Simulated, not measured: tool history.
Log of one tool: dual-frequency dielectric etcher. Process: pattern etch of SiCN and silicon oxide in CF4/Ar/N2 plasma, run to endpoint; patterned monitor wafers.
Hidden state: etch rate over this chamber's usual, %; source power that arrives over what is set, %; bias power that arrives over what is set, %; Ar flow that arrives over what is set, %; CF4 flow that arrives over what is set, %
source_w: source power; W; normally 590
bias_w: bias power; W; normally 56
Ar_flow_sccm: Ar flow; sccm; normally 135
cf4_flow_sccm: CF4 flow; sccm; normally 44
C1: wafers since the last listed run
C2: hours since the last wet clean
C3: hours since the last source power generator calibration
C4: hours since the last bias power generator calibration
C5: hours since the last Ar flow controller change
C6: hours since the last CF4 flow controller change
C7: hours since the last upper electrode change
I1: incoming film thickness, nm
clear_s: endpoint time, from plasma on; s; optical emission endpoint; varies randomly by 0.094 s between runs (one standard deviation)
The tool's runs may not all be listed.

{"run": 1, "day": 0.0, "source_w": 590, "bias_w": 56, "Ar_flow_sccm": 135, "cf4_flow_sccm": 44, "C1": 0, "C2": 307.1, "C3": 4172.4, "C4": 1673.9, "C5": 2491.9, "C6": 3789.6, "C7": 2209.2, "I1": 10.76, "clear_s": 12.0}
{"run": 2, "day": 1.408, "source_w": 590, "bias_w": 56, "Ar_flow_sccm": 135, "cf4_flow_sccm": 44, "C1": 310, "C2": 340.9, "C3": 4206.2, "C4": 1707.7, "C5": 2525.7, "C6": 3823.4, "C7": 2243.0, "I1": 10.76, "clear_s": 11.9}
{"run": 3, "day": 4.912, "source_w": 590, "bias_w": 56, "Ar_flow_sccm": 135, "cf4_flow_sccm": 44, "C1": 771, "C2": 425.0, "C3": 4290.3, "C4": 1791.8, "C5": 2609.8, "C6": 3907.5, "C7": 2327.1, "I1": 10.67, "clear_s": 11.7}
{"run": 4, "day": 6.125, "source_w": 590, "bias_w": 56, "Ar_flow_sccm": 135, "cf4_flow_sccm": 44, "C1": 267, "C2": 454.1, "C3": 4319.4, "C4": 1820.9, "C5": 2638.9, "C6": 3936.6, "C7": 2356.2, "I1": 10.77, "clear_s": 11.8}
{"run": 5, "day": 7.446, "source_w": 590, "bias_w": 56, "Ar_flow_sccm": 135, "cf4_flow_sccm": 44, "C1": 290, "C2": 485.8, "C3": 4351.1, "C4": 1852.6, "C5": 2670.6, "C6": 3968.3, "C7": 2387.9, "I1": 10.84, "clear_s": 11.8}
{"day": 7.892, "done": "CF4 flow controller replaced"}
{"run": 6, "day": 8.004, "source_w": 590, "bias_w": 56, "Ar_flow_sccm": 135, "cf4_flow_sccm": 44, "C1": 67, "C2": 499.2, "C3": 4364.5, "C4": 1866.0, "C5": 2684.0, "C6": 2.7, "C7": 2401.3, "I1": 10.85, "clear_s": 11.7}
{"day": 8.4, "done": "bias power generator calibrated"}
{"day": 8.779, "done": "source power generator calibrated"}
{"day": 9.154, "done": "wet clean of the chamber"}
{"run": 7, "day": 9.175, "source_w": 590, "bias_w": 56, "Ar_flow_sccm": 135, "cf4_flow_sccm": 44, "C1": 102, "C2": 0.5, "C3": 9.5, "C4": 18.6, "C5": 2712.1, "C6": 30.8, "C7": 2429.4, "I1": 10.81, "clear_s": 12.2}
{"run": 8, "day": 10.129, "source_w": 590, "bias_w": 56, "Ar_flow_sccm": 135, "cf4_flow_sccm": 44, "C1": 210, "C2": 23.4, "C3": 32.4, "C4": 41.5, "C5": 2735.0, "C6": 53.7, "C7": 2452.3, "I1": 10.79, "clear_s": 12.1}
{"run": 9, "day": 11.179, "source_w": 590, "bias_w": 56, "Ar_flow_sccm": 135, "cf4_flow_sccm": 44, "C1": 231, "C2": 48.6, "C3": 57.6, "C4": 66.7, "C5": 2760.2, "C6": 78.9, "C7": 2477.5, "I1": 10.78, "clear_s": 12.2}
{"day": 13.096, "done": "upper electrode replaced"}
{"run": 10, "day": 13.117, "source_w": 590, "bias_w": 56, "Ar_flow_sccm": 135, "cf4_flow_sccm": 44, "C1": 206, "C2": 95.1, "C3": 104.1, "C4": 113.2, "C5": 2806.7, "C6": 125.4, "C7": 0.5, "I1": 10.79, "clear_s": 12.1}
{"day": 13.396, "done": "Ar flow controller replaced"}
{"run": 11, "day": 13.417, "source_w": 450, "bias_w": 66, "Ar_flow_sccm": 126, "cf4_flow_sccm": 44, "C1": 11, "C2": 102.3, "C3": 111.3, "C4": 120.4, "C5": 0.5, "C6": 132.6, "C7": 7.7, "I1": 10.8, "clear_s": 14.7}
{"run": 12, "day": 14.429, "source_w": 680, "bias_w": 68, "Ar_flow_sccm": 164, "cf4_flow_sccm": 44, "C1": 223, "C2": 126.6, "C3": 135.6, "C4": 144.7, "C5": 24.8, "C6": 156.9, "C7": 32.0, "I1": 10.7, "clear_s": 9.7}
{"run": 13, "day": 15.625, "source_w": 630, "bias_w": 56, "Ar_flow_sccm": 151, "cf4_flow_sccm": 44, "C1": 263, "C2": 155.3, "C3": 164.3, "C4": 173.4, "C5": 53.5, "C6": 185.6, "C7": 60.7, "I1": 10.81, "clear_s": 11.4}
{"run": 14, "day": 16.179, "source_w": 590, "bias_w": 56, "Ar_flow_sccm": 135, "cf4_flow_sccm": 44, "C1": 122, "C2": 168.6, "C3": 177.6, "C4": 186.7, "C5": 66.8, "C6": 198.9, "C7": 74.0, "I1": 10.86, "clear_s": 12.0}
{"run": 15, "day": 16.888, "source_w": 690, "bias_w": 56, "Ar_flow_sccm": 135, "cf4_flow_sccm": 44, "C1": 156, "C2": 185.6, "C3": 194.6, "C4": 203.7, "C5": 83.8, "C6": 215.9, "C7": 91.0, "I1": 10.79, "clear_s": 10.3}
{"run": 16, "day": 18.262, "source_w": 590, "bias_w": 56, "Ar_flow_sccm": 135, "cf4_flow_sccm": 44, "C1": 302, "C2": 218.6, "C3": 227.6, "C4": 236.7, "C5": 116.8, "C6": 248.9, "C7": 124.0, "I1": 10.79, "clear_s": 11.9}
{"run": 17, "day": 19.404, "source_w": 720, "bias_w": 56, "Ar_flow_sccm": 144, "cf4_flow_sccm": 50, "C1": 251, "C2": 246.0, "C3": 255.0, "C4": 264.1, "C5": 144.2, "C6": 276.3, "C7": 151.4, "I1": 10.72, "clear_s": 9.5}
{"run": 18, "day": 20.312, "source_w": 590, "bias_w": 56, "Ar_flow_sccm": 151, "cf4_flow_sccm": 44, "C1": 200, "C2": 267.8, "C3": 276.8, "C4": 285.9, "C5": 166.0, "C6": 298.1, "C7": 173.2, "I1": 10.7, "clear_s": 11.9}

Hidden condition of the tool, last listed run before each entry between runs versus first listed run after:
After run 5, before run 6: CF4 flow controller replaced (day 7.892)
  etch rate over this chamber's usual, %: 4.15 -> 4.26
  the result without the hidden state subtracted from the measured one, clear_s: -0.5 -> -0.5 s
After run 6, before run 7: bias power generator calibrated (day 8.400); source power generator calibrated (day 8.779); wet clean of the chamber (day 9.154)
  etch rate over this chamber's usual, %: 4.26 -> 1.09
  the result without the hidden state subtracted from the measured one, clear_s: -0.5 -> -0.1 s
After run 9, before run 10: upper electrode replaced (day 13.096)
  etch rate over this chamber's usual, %: 1.51 -> 1.91
  the result without the hidden state subtracted from the measured one, clear_s: -0.2 -> -0.2 s
After run 10, before run 11: Ar flow controller replaced (day 13.396)
  etch rate over this chamber's usual, %: 1.91 -> 1.97
  the result without the hidden state subtracted from the measured one, clear_s: -0.2 -> -0.3 s
